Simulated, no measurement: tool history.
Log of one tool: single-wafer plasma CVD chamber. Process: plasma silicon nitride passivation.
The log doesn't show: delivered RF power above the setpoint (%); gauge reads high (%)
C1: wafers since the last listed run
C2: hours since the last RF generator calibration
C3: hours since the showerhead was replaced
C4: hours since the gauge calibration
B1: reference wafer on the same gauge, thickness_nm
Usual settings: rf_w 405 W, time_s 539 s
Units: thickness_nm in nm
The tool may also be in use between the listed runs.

{"run": 1, "day": 0.0, "rf_w": 405, "time_s": 539, "C1": 0, "C2": 1349.8, "C3": 7525.8, "C4": 137.9, "B1": 742.941, "thickness_nm": 753.849}
{"run": 2, "day": 0.921, "rf_w": 405, "time_s": 539, "C1": 65, "C2": 1371.9, "C3": 7547.9, "C4": 160, "B1": 743.496, "thickness_nm": 753.766}
{"run": 3, "day": 2.133, "rf_w": 405, "time_s": 539, "C1": 86, "C2": 1401, "C3": 7577, "C4": 189.1, "B1": 743.01, "thickness_nm": 756.669}
{"run": 4, "day": 3.558, "rf_w": 405, "time_s": 539, "C1": 101, "C2": 1435.2, "C3": 7611.2, "C4": 223.3, "B1": 743.144, "thickness_nm": 753.037}
{"run": 5, "day": 4.404, "rf_w": 405, "time_s": 539, "C1": 60, "C2": 1455.5, "C3": 7631.5, "C4": 243.6, "B1": 742.738, "thickness_nm": 754.907}
{"run": 6, "day": 5.792, "rf_w": 405, "time_s": 539, "C1": 99, "C2": 1488.8, "C3": 7664.8, "C4": 276.9, "B1": 742.364, "thickness_nm": 755.046}
{"run": 7, "day": 6.388, "rf_w": 405, "time_s": 539, "C1": 42, "C2": 1503.1, "C3": 7679.1, "C4": 291.2, "B1": 742.396, "thickness_nm": 757.92}
{"run": 8, "day": 7.071, "rf_w": 405, "time_s": 539, "C1": 48, "C2": 1519.5, "C3": 7695.5, "C4": 307.6, "B1": 743.471, "thickness_nm": 749.461}
{"run": 9, "day": 8.338, "rf_w": 405, "time_s": 539, "C1": 90, "C2": 1549.9, "C3": 7725.9, "C4": 338, "B1": 743.047, "thickness_nm": 753.718}
{"run": 10, "day": 9.417, "rf_w": 405, "time_s": 539, "C1": 77, "C2": 1575.8, "C3": 7751.8, "C4": 363.9, "B1": 742.58, "thickness_nm": 755.057}
{"run": 11, "day": 10.896, "rf_w": 405, "time_s": 539, "C1": 105, "C2": 1611.3, "C3": 7787.3, "C4": 399.4, "B1": 743.265, "thickness_nm": 752.699}
{"day": 12.4, "done": "showerhead replaced, of another model than before"}
{"run": 12, "day": 12.421, "rf_w": 405, "time_s": 539, "C1": 85, "C2": 1647.9, "C3": 0.5, "C4": 436, "B1": 743.189, "thickness_nm": 768.573}
{"run": 13, "day": 12.708, "rf_w": 405, "time_s": 614, "C1": 20, "C2": 1654.8, "C3": 7.4, "C4": 442.9, "B1": 743.245, "thickness_nm": 869.468}
{"day": 13.742, "done": "gauge calibrated"}
{"run": 14, "day": 13.8, "rf_w": 405, "time_s": 539, "C1": 78, "C2": 1681, "C3": 33.6, "C4": 1.4, "B1": 742.663, "thickness_nm": 768.995}
{"run": 15, "day": 15.088, "rf_w": 405, "time_s": 539, "C1": 92, "C2": 1711.9, "C3": 64.5, "C4": 32.3, "B1": 743.142, "thickness_nm": 765.955}
{"day": 15.621, "done": "RF generator calibrated"}
{"run": 16, "day": 15.642, "rf_w": 340, "time_s": 434, "C1": 15, "C2": 0.5, "C3": 77.8, "C4": 45.6, "B1": 743.178, "thickness_nm": 593.678}
{"run": 17, "day": 18.417, "rf_w": 405, "time_s": 539, "C1": 198, "C2": 67.1, "C3": 144.4, "C4": 112.2, "B1": 743.31, "thickness_nm": 785.183}
{"run": 18, "day": 19.117, "rf_w": 475, "time_s": 641, "C1": 50, "C2": 83.9, "C3": 161.2, "C4": 129, "B1": 744.146, "thickness_nm": 985.138}
{"run": 19, "day": 19.729, "rf_w": 445, "time_s": 623, "C1": 43, "C2": 98.6, "C3": 175.9, "C4": 143.7, "B1": 743.012, "thickness_nm": 933.728}
{"run": 20, "day": 20.246, "rf_w": 405, "time_s": 539, "C1": 36, "C2": 111, "C3": 188.3, "C4": 156.1, "B1": 742.998, "thickness_nm": 779.657}
{"run": 21, "day": 21.538, "rf_w": 445, "time_s": 591, "C1": 92, "C2": 142, "C3": 219.3, "C4": 187.1, "B1": 742.059, "thickness_nm": 885.323}
{"run": 22, "day": 22.546, "rf_w": 445, "time_s": 539, "C1": 72, "C2": 166.2, "C3": 243.5, "C4": 211.3, "B1": 742.959, "thickness_nm": 805.646}
{"run": 23, "day": 25.804, "rf_w": 375, "time_s": 459, "C1": 233, "C2": 244.4, "C3": 321.7, "C4": 289.5, "B1": 742.547, "thickness_nm": 642.591}

Measured less the same run without the tool's hidden state. The same run-to-run variation is in both; the gauge's scatter may not be:
run=1 thickness_nm=-31.911
run=2 thickness_nm=-32.046
run=3 thickness_nm=-32.344
run=4 thickness_nm=-32.384
run=5 thickness_nm=-32.575
run=6 thickness_nm=-32.753
run=7 thickness_nm=-32.949
run=8 thickness_nm=-32.661
run=9 thickness_nm=-32.988
run=10 thickness_nm=-33.161
run=11 thickness_nm=-33.207
run=12 thickness_nm=-24.369
run=13 thickness_nm=-27.589
run=14 thickness_nm=-24.47
run=15 thickness_nm=-24.45
run=16 thickness_nm=-1.645
run=17 thickness_nm=-4.898
run=18 thickness_nm=-6.953
run=19 thickness_nm=-7.245
run=20 thickness_nm=-6.5
run=21 thickness_nm=-8.621
run=22 thickness_nm=-8.689
run=23 thickness_nm=-8.94
